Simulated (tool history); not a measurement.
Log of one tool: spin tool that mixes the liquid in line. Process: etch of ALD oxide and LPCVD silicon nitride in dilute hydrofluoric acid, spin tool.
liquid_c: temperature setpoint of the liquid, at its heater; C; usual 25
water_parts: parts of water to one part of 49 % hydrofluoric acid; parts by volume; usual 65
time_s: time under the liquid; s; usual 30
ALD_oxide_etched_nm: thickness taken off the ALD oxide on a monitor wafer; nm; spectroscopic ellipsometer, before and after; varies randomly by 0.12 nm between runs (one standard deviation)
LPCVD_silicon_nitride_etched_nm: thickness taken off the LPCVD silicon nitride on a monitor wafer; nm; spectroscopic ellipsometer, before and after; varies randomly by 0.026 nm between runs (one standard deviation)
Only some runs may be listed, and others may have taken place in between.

| run | day | liquid_c | water_parts | time_s | wafers since the last listed run | hours since the thermometer was replaced | hours since the hydrofluoric acid flow meter was replaced | hours since the gauge calibration | read-back film thickness of the ALD oxide reference wafer, read on the same gauge (nm) | read-back film thickness of the LPCVD silicon nitride reference wafer, read on the same gauge (nm) | ALD_oxide_etched_nm | LPCVD_silicon_nitride_etched_nm |
|---|---|---|---|---|---|---|---|---|---|---|---|---|
| 1 | 0 | 25 | 65 | 30 | 0 | 160.8 | 688.5 | 2.1 | 150.01 | 150.006 | 13 | 0.189 |
| 2 | 3.129 | 27.5 | 65 | 30 | 1161 | 235.9 | 763.6 | 77.2 | 150.01 | 150.015 | 14.52 | 0.274 |
| 3 | 7.371 | 27.5 | 65 | 30 | 1574 | 337.7 | 865.4 | 179 | 150.01 | 149.984 | 14.44 | 0.233 |
| 4 | 9.321 | 20 | 45 | 30 | 723 | 384.5 | 912.2 | 225.8 | 150.01 | 149.981 | 16.05 | 0.248 |
| 5 | 12.212 | 27.5 | 55 | 15 | 1073 | 453.9 | 981.6 | 295.2 | 149.98 | 150.006 | 8.87 | 0.122 |
| 6 | 16.392 | 25 | 65 | 30 | 1550 | 554.2 | 1081.9 | 395.5 | 149.97 | 149.985 | 13.46 | 0.264 |
|  | 20.688 | hydrofluoric acid flow meter replaced |
| 7 | 20.75 | 25 | 65 | 30 | 1601 | 658.8 | 1.5 | 500.1 | 150.03 | 150.001 | 13.37 | 0.174 |
| 8 | 25.2 | 21.5 | 65 | 40 | 1651 | 765.6 | 108.3 | 606.9 | 149.98 | 149.976 | 15.54 | 0.316 |
| 9 | 27.217 | 20 | 65 | 30 | 748 | 814 | 156.7 | 655.3 | 150.02 | 150.011 | 11.05 | 0.182 |
| 10 | 31.65 | 25 | 45 | 30 | 1645 | 920.4 | 263.1 | 761.7 | 149.99 | 150.003 | 20.11 | 0.368 |
| 11 | 35.517 | 25 | 65 | 30 | 1434 | 1013.2 | 355.9 | 854.5 | 150 | 149.992 | 13.8 | 0.263 |
| 12 | 37.254 | 28 | 80 | 20 | 644 | 1054.9 | 397.6 | 896.2 | 149.99 | 150.007 | 8.21 | 0.123 |
| 13 | 41.104 | 25 | 65 | 30 | 1428 | 1147.3 | 490 | 988.6 | 149.98 | 150.016 | 13.52 | 0.263 |
| 14 | 43.908 | 22.5 | 65 | 30 | 1040 | 1214.6 | 557.3 | 1055.9 | 150.02 | 150.018 | 12.53 | 0.187 |
| 15 | 46.912 | 26.5 | 65 | 30 | 1114 | 1286.7 | 629.4 | 1128 | 150.02 | 150.014 | 14.65 | 0.35 |
| 16 | 49.225 | 20 | 65 | 30 | 858 | 1342.2 | 684.9 | 1183.5 | 150.02 | 149.97 | 11.33 | 0.208 |
| 17 | 53.525 | 25 | 80 | 30 | 1595 | 1445.4 | 788.1 | 1286.7 | 149.99 | 149.994 | 11.03 | 0.177 |
| 18 | 55.942 | 25 | 65 | 35 | 896 | 1503.4 | 846.1 | 1344.7 | 150 | 150.019 | 16.1 | 0.282 |
| 19 | 58.9 | 29 | 40 | 45 | 1097 | 1574.4 | 917.1 | 1415.7 | 150.02 | 149.989 | 41.17 | 0.803 |
| 20 | 62.442 | 27 | 65 | 30 | 1314 | 1659.4 | 1002.1 | 1500.7 | 150 | 150.011 | 15.09 | 0.31 |
| 21 | 65.675 | 25 | 65 | 30 | 1199 | 1737 | 1079.7 | 1578.3 | 150.02 | 149.998 | 14.1 | 0.287 |
|  | 66.112 | hydrofluoric acid flow meter replaced |
| 22 | 68.983 | 25 | 65 | 45 | 1212 | 1816.4 | 68.9 | 1657.7 | 150.04 | 150.011 | 21.35 | 0.396 |
| 23 | 71.671 | 25 | 65 | 30 | 997 | 1880.9 | 133.4 | 1722.2 | 150 | 150.004 | 13.92 | 0.247 |
| 24 | 75.946 | 25 | 65 | 15 | 1586 | 1983.5 | 236 | 1824.8 | 149.99 | 150.02 | 7.04 | 0.102 |
| 25 | 78.562 | 29 | 65 | 30 | 971 | 2046.3 | 298.8 | 1887.6 | 149.99 | 149.986 | 16.39 | 0.324 |
|  | 81.7 | thermometer replaced |
| 26 | 82.421 | 23 | 50 | 40 | 1416 | 17.3 | 391.4 | 1980.2 | 150.01 | 149.975 | 21.57 | 0.365 |

Difference, measured minus no-hidden-state, one row per run. Run-to-run variation is common to both terms; the gauge's own scatter need not be:
Hidden state at play: liquid hotter than its thermometer reads (K); hydrofluoric acid flow above the setpoint (%); gauge reads high (%).
| run | ALD_oxide_etched_nm | LPCVD_silicon_nitride_etched_nm |
|---|---|---|
| 1 | +0.15 | +0.004 |
| 2 | +0.21 | +0.007 |
| 3 | +0.27 | +0.007 |
| 4 | +0.35 | +0.009 |
| 5 | +0.21 | +0.005 |
| 6 | +0.38 | +0.012 |
| 7 | +0.42 | +0.009 |
| 8 | +0.58 | +0.019 |
| 9 | +0.44 | +0.012 |
| 10 | +0.87 | +0.025 |
| 11 | +0.64 | +0.019 |
| 12 | +0.38 | +0.01 |
| 13 | +0.69 | +0.022 |
| 14 | +0.7 | +0.017 |
| 15 | +0.83 | +0.032 |
| 16 | +0.71 | +0.021 |
| 17 | +0.68 | +0.018 |
| 18 | +1.05 | +0.03 |
| 19 | +2.79 | +0.087 |
| 20 | +1.06 | +0.035 |
| 21 | +1.05 | +0.035 |
| 22 | +1.66 | +0.05 |
| 23 | +1.12 | +0.031 |
| 24 | +0.59 | +0.014 |
| 25 | +1.37 | +0.043 |
| 26 | +0.15 | +0.004 |
